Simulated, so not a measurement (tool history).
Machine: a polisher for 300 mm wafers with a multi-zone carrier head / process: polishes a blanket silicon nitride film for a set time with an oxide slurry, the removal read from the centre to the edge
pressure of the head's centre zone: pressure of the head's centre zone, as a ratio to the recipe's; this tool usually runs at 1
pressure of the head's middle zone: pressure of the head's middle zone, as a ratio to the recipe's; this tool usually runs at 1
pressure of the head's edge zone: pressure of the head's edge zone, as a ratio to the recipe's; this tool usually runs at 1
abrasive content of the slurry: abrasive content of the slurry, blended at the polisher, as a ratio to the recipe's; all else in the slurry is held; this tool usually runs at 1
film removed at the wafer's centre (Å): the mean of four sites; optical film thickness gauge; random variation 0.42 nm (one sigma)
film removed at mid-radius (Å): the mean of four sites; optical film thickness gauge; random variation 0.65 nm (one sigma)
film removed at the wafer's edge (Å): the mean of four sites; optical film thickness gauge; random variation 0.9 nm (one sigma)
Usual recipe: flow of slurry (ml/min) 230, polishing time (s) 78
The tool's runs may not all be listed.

run	hour	flow of slurry (ml/min)	pressure of the head's centre zone	pressure of the head's middle zone	pressure of the head's edge zone	abrasive content of the slurry	polishing time (s)	incoming thickness of the incoming film, nm	film removed at the wafer's centre (Å)	film removed at mid-radius (Å)	film removed at the wafer's edge (Å)
1	0	230	0.97	1	1	1	98	604.5	812	776	803
2	33.5	230	0.97	1	1	1	98	595	820	784	799
3	55.2	230	1	1	1	1	78	595	672	611	624
# hour 88.6: carrier head's membrane replaced by a new one
# hour 137.7: worn pad replaced by a new one
4	139.2	230	1	1	1	1	78	596.6	701	649	649
5	171.6	230	1	1	1	1	78	591.7	691	650	662
# hour 185.3: centre zone pressure recalibrated
6	185.8	230	1	1	1	1	78	606.6	632	628	663
7	219	175	1	1	0.97	1	78	603.4	610	609	612
8	249.6	230	1	1	1	1	78	590.8	639	631	631
9	353.5	200	0.94	1	1	0.8	78	595.5	536	551	557
10	377.6	275	1	0.96	1	1	78	591	665	611	632
# hour 386.1: worn pad replaced by a new one
11	403.4	230	1	1	0.93	1	105	595.4	926	858	846
# hour 420.5: slurry nozzle cleaned
12	425.7	160	1.06	1	1	1	91	605.5	809	699	725
13	454.3	230	1	1	1	1	78	589.4	678	636	632
14	474.3	230	1.03	1.05	1	1	78	597.7	696	651	641
15	506.9	230	1	1	1	1	78	596.4	673	618	638
16	521.5	230	1	1	1	1	78	588.7	675	618	614
17	534.7	230	1	1	1	1	78	598.2	663	604	625
18	565.7	230	1.03	1.05	1	1	78	607.2	689	629	626
# hour 583.6: worn pad replaced by a new one
# hour 598.8: centre zone pressure recalibrated
19	607.1	230	0.97	1	1	1	58	599.6	461	471	485
20	642.1	230	1	1	1.05	1.25	57	590.2	533	503	541
21	667	155	0.89	1.03	0.91	1	78	603.6	559	615	599
22	696.4	230	1	1	1	1	78	590.8	667	626	636
23	721.2	230	1.05	1	1.05	1	78	610.1	697	608	651

Same runs, no hidden state in the tool, same run-to-run variation:
The tool's hidden condition here consists of: removal rate lost through wear of the pad, %; slurry flow missing at the pad, %; deviation of the centre zone's pressure from its setpoint, %; deviation of the edge zone's pressure from its setpoint, %.
run	film removed at the wafer's centre (Å)	film removed at mid-radius (Å)	film removed at the wafer's edge (Å)
1	779	797	825
2	788	813	828
3	648	636	650
4	645	652	652
5	640	659	670
6	647	638	674
7	616	624	627
8	641	652	652
9	537	585	592
10	667	654	676
11	873	865	853
12	765	709	734
13	644	650	645
14	663	669	658
15	646	640	660
16	649	643	638
17	640	631	652
18	670	662	658
19	462	474	489
20	527	510	550
21	550	629	612
22	655	645	655
23	684	631	674
